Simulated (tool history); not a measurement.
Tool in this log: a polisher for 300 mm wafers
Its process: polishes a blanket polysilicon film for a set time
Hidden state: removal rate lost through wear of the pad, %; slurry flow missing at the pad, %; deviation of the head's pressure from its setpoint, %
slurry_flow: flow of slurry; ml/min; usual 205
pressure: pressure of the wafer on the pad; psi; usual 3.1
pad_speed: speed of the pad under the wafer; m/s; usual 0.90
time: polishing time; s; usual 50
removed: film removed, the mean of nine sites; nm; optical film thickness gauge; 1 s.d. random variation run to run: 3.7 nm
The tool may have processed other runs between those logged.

| run | hour | slurry_flow | pressure | pad_speed | time | wafers since the last listed run | wafers polished on this pad | hours since the slurry nozzle was cleaned | hours since the head pressure was calibrated | incoming thickness of the incoming film, nm | removed |
|---|---|---|---|---|---|---|---|---|---|---|---|
| 1 | 0.0 | 245 | 3.1 | 0.90 | 37 | 0 | 108 | 360.7 | 1018.5 | 2265.2 | 293.7 |
| 2 | 33.3 | 245 | 3.1 | 0.90 | 37 | 352 | 460 | 394.0 | 1051.8 | 2257.8 | 291.3 |
| 3 | 61.9 | 205 | 3.8 | 0.80 | 50 | 302 | 762 | 422.6 | 1080.4 | 2239.2 | 422.6 |
| 4 | 106.7 | 205 | 3.8 | 0.80 | 50 | 473 | 1236 | 467.4 | 1125.2 | 2271.4 | 423.7 |
| 5 | 174.7 | 205 | 3.1 | 0.80 | 50 | 718 | 1955 | 535.4 | 1193.2 | 2243.9 | 344.8 |
|  | 207.9 | worn pad replaced by a new one |
| 6 | 232.2 | 205 | 3.1 | 0.80 | 50 | 565 | 257 | 592.9 | 1250.7 | 2282.2 | 346.1 |
| 7 | 279.6 | 205 | 3.1 | 1.08 | 50 | 501 | 758 | 640.3 | 1298.1 | 2319.1 | 453.4 |
| 8 | 344.6 | 205 | 3.1 | 1.08 | 50 | 687 | 1445 | 705.3 | 1363.1 | 2262.5 | 462.6 |
|  | 350.0 | slurry nozzle cleaned |
|  | 393.9 | worn pad replaced by a new one |
| 9 | 394.4 | 205 | 3.1 | 0.90 | 50 | 473 | 5 | 44.4 | 1412.9 | 2284.4 | 386.8 |
|  | 426.0 | head pressure recalibrated |
| 10 | 459.7 | 205 | 3.1 | 0.90 | 50 | 669 | 674 | 109.7 | 33.7 | 2285.3 | 388.1 |
| 11 | 526.7 | 205 | 2.1 | 0.90 | 50 | 708 | 1382 | 176.7 | 100.7 | 2285.5 | 260.4 |
| 12 | 587.8 | 180 | 3.1 | 0.90 | 50 | 646 | 2028 | 237.8 | 161.8 | 2284.3 | 383.6 |
|  | 625.2 | worn pad replaced by a new one |
| 13 | 707.5 | 170 | 2.7 | 0.90 | 50 | 1223 | 869 | 357.5 | 281.5 | 2320.3 | 331.2 |
| 14 | 765.4 | 205 | 3.1 | 0.90 | 50 | 612 | 1482 | 415.4 | 339.4 | 2292.8 | 390.6 |
|  | 814.9 | worn pad replaced by a new one |
| 15 | 836.1 | 175 | 3.1 | 0.64 | 57 | 705 | 224 | 486.1 | 410.1 | 2290.5 | 320.6 |
| 16 | 903.4 | 205 | 3.1 | 0.90 | 50 | 711 | 936 | 553.4 | 477.4 | 2307.7 | 392.2 |
| 17 | 969.9 | 160 | 3.1 | 0.90 | 60 | 703 | 1639 | 619.9 | 543.9 | 2254.6 | 446.8 |
| 18 | 1020.3 | 185 | 2.7 | 0.90 | 50 | 532 | 2172 | 670.3 | 594.3 | 2269.5 | 331.4 |

Alternative continuations, all from the tool just after run 18; predict every row:
| A | 1020.7 | 145 | 3.1 | 0.90 | 50 | 4 | 2176 | 670.7 | 594.7 | 2257.5 | ? |
| B | 1020.7 | 275 | 2.4 | 0.58 | 38 | 4 | 2176 | 670.7 | 594.7 | 2257.5 | ? |
| C | 1020.7 | 135 | 3.1 | 0.90 | 42 | 4 | 2176 | 670.7 | 594.7 | 2257.5 | ? |
| D | 1020.7 | 205 | 3.1 | 0.90 | 38 | 4 | 2176 | 670.7 | 594.7 | 2257.5 | ? |
| E | 1020.7 | 205 | 3.8 | 1.18 | 50 | 4 | 2176 | 670.7 | 594.7 | 2257.5 | ? |

| run | removed |
|---|---|
| A | 371.6 |
| B | 160.3 |
| C | 308.5 |
| D | 296.3 |
| E | 612.8 |
The same runs, with their run-to-run variation unchanged, on a tool lacking any hidden condition would have given:
| run | removed |
|---|---|
| A | 371.6 |
| B | 160.3 |
| C | 308.5 |
| D | 296.3 |
| E | 612.8 |

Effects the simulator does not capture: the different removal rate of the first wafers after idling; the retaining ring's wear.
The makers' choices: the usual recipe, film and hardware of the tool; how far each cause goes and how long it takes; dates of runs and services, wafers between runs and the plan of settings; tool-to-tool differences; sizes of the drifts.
